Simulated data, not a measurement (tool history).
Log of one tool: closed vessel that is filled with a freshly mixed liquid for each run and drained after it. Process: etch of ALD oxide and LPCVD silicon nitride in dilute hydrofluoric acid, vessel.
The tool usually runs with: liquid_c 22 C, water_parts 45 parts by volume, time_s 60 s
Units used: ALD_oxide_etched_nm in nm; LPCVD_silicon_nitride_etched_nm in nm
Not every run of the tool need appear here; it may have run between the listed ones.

run   hour  liquid_c  water_parts  time_s  wafers since the last listed run  hours since the thermometer was replaced  hours since the hydrofluoric acid flow meter was replaced  hours since the gauge calibration  read-back film thickness of the ALD oxide reference wafer, read on the same gauge (nm)  read-back film thickness of the LPCVD silicon nitride reference wafer, read on the same gauge (nm)  ALD_oxide_etched_nm  LPCVD_silicon_nitride_etched_nm
  1      0        22           45      60                                 0                                     408.4                                                     1826.4                              412.1                                                                                   123.2                                                                                             123.211                29.11                            0.634
  2   24.2        20           45      60                              2062                                     432.6                                                     1850.6                              436.3                                                                                   123.3                                                                                             123.279                26.44                            0.536
  3   43.6        20           45      60                              1653                                       452                                                       1870                              455.7                                                                                  123.38                                                                                              123.38                26.54                            0.572
  4  103.3        20           45      60                              5088                                     511.7                                                     1929.7                              515.4                                                                                  123.54                                                                                              123.53                26.56                            0.518
  5  134.5        22           45      60                              2659                                     542.9                                                     1960.9                              546.6                                                                                  123.62                                                                                             123.622                28.94                            0.695
  6  154.6        22           45      60                              1713                                       563                                                       1981                              566.7                                                                                  123.68                                                                                             123.657                29.17                            0.692
  7  188.2        22           45      60                              2863                                     596.6                                                     2014.6                              600.3                                                                                  123.75                                                                                             123.737                28.97                            0.627
  8  200.5        22           45      60                              1048                                     608.9                                                     2026.9                              612.6                                                                                  123.76                                                                                              123.76                29.15                            0.693
     218.1  -- hydrofluoric acid flow meter replaced
  9  235.3        22           45      60                              2881                                     643.7                                                       17.2                              647.4                                                                                  123.79                                                                                             123.836                29.24                            0.642
 10  265.6        22           45      60                              2582                                       674                                                       47.5                              677.7                                                                                  123.89                                                                                             123.827                29.09                            0.676
 11  286.7        19           45      75                              1798                                     695.1                                                       68.6                              698.8                                                                                  123.88                                                                                             123.914                32.04                            0.642
 12  302.4        22           45      60                              1338                                     710.8                                                       84.3                              714.5                                                                                   123.9                                                                                             123.925                29.23                            0.653
 13  331.6        22           30      35                              2488                                       740                                                      113.5                              743.7                                                                                  123.96                                                                                             123.946                26.34                            0.555
       425  -- thermometer replaced
 14  438.4        27           60      70                              9018                                      13.4                                                      220.3                              850.5                                                                                  124.08                                                                                             124.057                30.74                            0.714
 15  463.1        24           25      60                              2105                                      38.1                                                        245                              875.2                                                                                  124.09                                                                                               124.1                58.02                            1.334
     475.3  -- gauge calibrated
 16  490.9        22           45      60                              2369                                      65.9                                                      272.8                               15.6                                                                                  120.18                                                                                             120.206                 28.2                            0.579
 17  516.8      26.5           40      85                              2207                                      91.8                                                      298.7                               41.5                                                                                  120.59                                                                                             120.573                54.78                            1.349
 18  537.4        22           45      60                              1755                                     112.4                                                      319.3                               62.1                                                                                  120.83                                                                                             120.829                28.46                             0.64
 19  597.4      25.5           45      60                              5114                                     172.4                                                      379.3                              122.1                                                                                  121.46                                                                                             121.507                 33.1                             0.79
 20  614.5        22           45      60                              1457                                     189.5                                                      396.4                              139.2                                                                                  121.64                                                                                             121.635                28.53                            0.583
 21  635.2        22           45      40                              1764                                     210.2                                                      417.1                              159.9                                                                                  121.83                                                                                             121.853                19.09                            0.443
 22  648.9        24           55      30                              1167                                     223.9                                                      430.8                              173.6                                                                                  121.96                                                                                             121.948                12.56                            0.294
 23    682      19.5           45      80                              2821                                       257                                                      463.9                              206.7                                                                                  122.23                                                                                             122.237                34.33                            0.679
 24  710.8        17           30      30                              2454                                     285.8                                                      492.7                              235.5                                                                                  122.42                                                                                             122.432                17.57                            0.299
 25  743.9        20           35      60                              2821                                     318.9                                                      525.8                              268.6                                                                                  122.67                                                                                             122.651                34.17                            0.661
 26  772.7        22           45      60                              2454                                     347.7                                                      554.6                              297.4                                                                                   122.8                                                                                             122.802                29.12                            0.604

4 ways to go on from here, each from the tool as it stands after run 26. What would each give?
  A  773.4        22           45      60                                59                                     348.4                                                      555.3                              298.1                                                                                       ?                                                                                                   ?                    ?                                ?
  B  773.4        27           55      60                                59                                     348.4                                                      555.3                              298.1                                                                                       ?                                                                                                   ?                    ?                                ?
  C  773.4        22           50      50                                59                                     348.4                                                      555.3                              298.1                                                                                       ?                                                                                                   ?                    ?                                ?
  D  773.4      26.5           25      60                                59                                     348.4                                                      555.3                              298.1                                                                                       ?                                                                                                   ?                    ?                                ?

run  read-back film thickness of the ALD oxide reference wafer, read on the same gauge (nm)  read-back film thickness of the LPCVD silicon nitride reference wafer, read on the same gauge (nm)  ALD_oxide_etched_nm  LPCVD_silicon_nitride_etched_nm
  A                                                                                  122.83                                                                                             122.783                28.89                            0.708
  B                                                                                  122.83                                                                                             122.783                28.62                            0.814
  C                                                                                  122.83                                                                                             122.783                21.53                            0.532
  D                                                                                  122.83                                                                                             122.783                64.42                            1.699
The same runs, with their run-to-run variation unchanged, on a tool lacking any hidden condition would have given:
run  ALD_oxide_etched_nm  LPCVD_silicon_nitride_etched_nm
  A                28.22                            0.692
  B                27.97                            0.795
  C                21.03                             0.52
  D                62.94                             1.66
